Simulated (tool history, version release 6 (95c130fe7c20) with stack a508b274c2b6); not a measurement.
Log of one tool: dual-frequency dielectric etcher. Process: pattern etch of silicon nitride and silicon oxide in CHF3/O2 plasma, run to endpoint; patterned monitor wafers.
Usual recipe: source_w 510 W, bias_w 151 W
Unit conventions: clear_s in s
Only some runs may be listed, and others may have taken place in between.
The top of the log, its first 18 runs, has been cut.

run   hour  source_w  bias_w  wafers since the last listed run  hours since the last wet clean  hours since the last source power generator calibration  hours since the last bias power generator calibration  hours since the last upper electrode change  incoming incoming film thickness, nm  clear_s
 19  262.7       510     151                                74                           128.6                                                   2623.8                                                   67.5                                        127.1                                 266.1    209.1
 20  269.3       510     151                                39                           135.2                                                   2630.4                                                   74.1                                        133.7                                 269.7    212.9
 21  278.5       510     151                                55                           144.4                                                   2639.6                                                   83.3                                        142.9                                 266.2    210.9
 22  330.7       470     169                               315                           196.6                                                   2691.8                                                  135.5                                        195.1                                 268.7    210.4
 23  347.3       380     172                               100                           213.2                                                   2708.4                                                  152.1                                        211.7                                 269.5    242.6
 24  356.7       450     167                                56                           222.6                                                   2717.8                                                  161.5                                        221.1                                 268.7    217.9
 25  369.2       420     189                                75                           235.1                                                   2730.3                                                  174.0                                        233.6                                 266.2    212.8
     373.9  -- source power generator calibrated
 26  377.0       560     161                                22                           242.9                                                      3.1                                                  181.8                                        241.4                                 266.3    191.7
 27  389.6       620     181                                76                           255.5                                                     15.7                                                  194.4                                        254.0                                 270.1    173.3
 28  430.8       540     178                               249                           296.7                                                     56.9                                                  235.6                                        295.2                                 266.0    185.3
 29  439.0       630     180                                49                           304.9                                                     65.1                                                  243.8                                        303.4                                 268.0    171.1
 30  445.2       510     151                                37                           311.1                                                     71.3                                                  250.0                                        309.6                                 264.8    207.3
 31  460.5       600     130                                92                           326.4                                                     86.6                                                  265.3                                        324.9                                 268.8    204.2
 32  469.5       470     161                                54                           335.4                                                     95.6                                                  274.3                                        333.9                                 266.8    211.9
 33  480.0       510     151                                63                           345.9                                                    106.1                                                  284.8                                        344.4                                 266.8    208.0
 34  524.8       510     151                               270                           390.7                                                    150.9                                                  329.6                                        389.2                                 265.4    206.2
 35  540.9       510     151                                97                           406.8                                                    167.0                                                  345.7                                        405.3                                 269.7    209.4

Below are 4 alternative next runs, each starting from the tool's condition after run 35. Predict each:
  A  541.4       420     151                                 3                           407.3                                                    167.5                                                  346.2                                        405.8                                 266.5        ?
  B  541.4       510     167                                 3                           407.3                                                    167.5                                                  346.2                                        405.8                                 266.5        ?
  C  541.4       400     118                                 3                           407.3                                                    167.5                                                  346.2                                        405.8                                 266.5        ?
  D  541.4       630     166                                 3                           407.3                                                    167.5                                                  346.2                                        405.8                                 266.5        ?

run  clear_s
  A    234.4
  B    196.5
  C    275.6
  D    174.1
With the hidden condition removed and each run's random variation left untouched, the same runs would have given:
run  clear_s
  A    240.0
  B    201.1
  C    282.2
  D    178.3

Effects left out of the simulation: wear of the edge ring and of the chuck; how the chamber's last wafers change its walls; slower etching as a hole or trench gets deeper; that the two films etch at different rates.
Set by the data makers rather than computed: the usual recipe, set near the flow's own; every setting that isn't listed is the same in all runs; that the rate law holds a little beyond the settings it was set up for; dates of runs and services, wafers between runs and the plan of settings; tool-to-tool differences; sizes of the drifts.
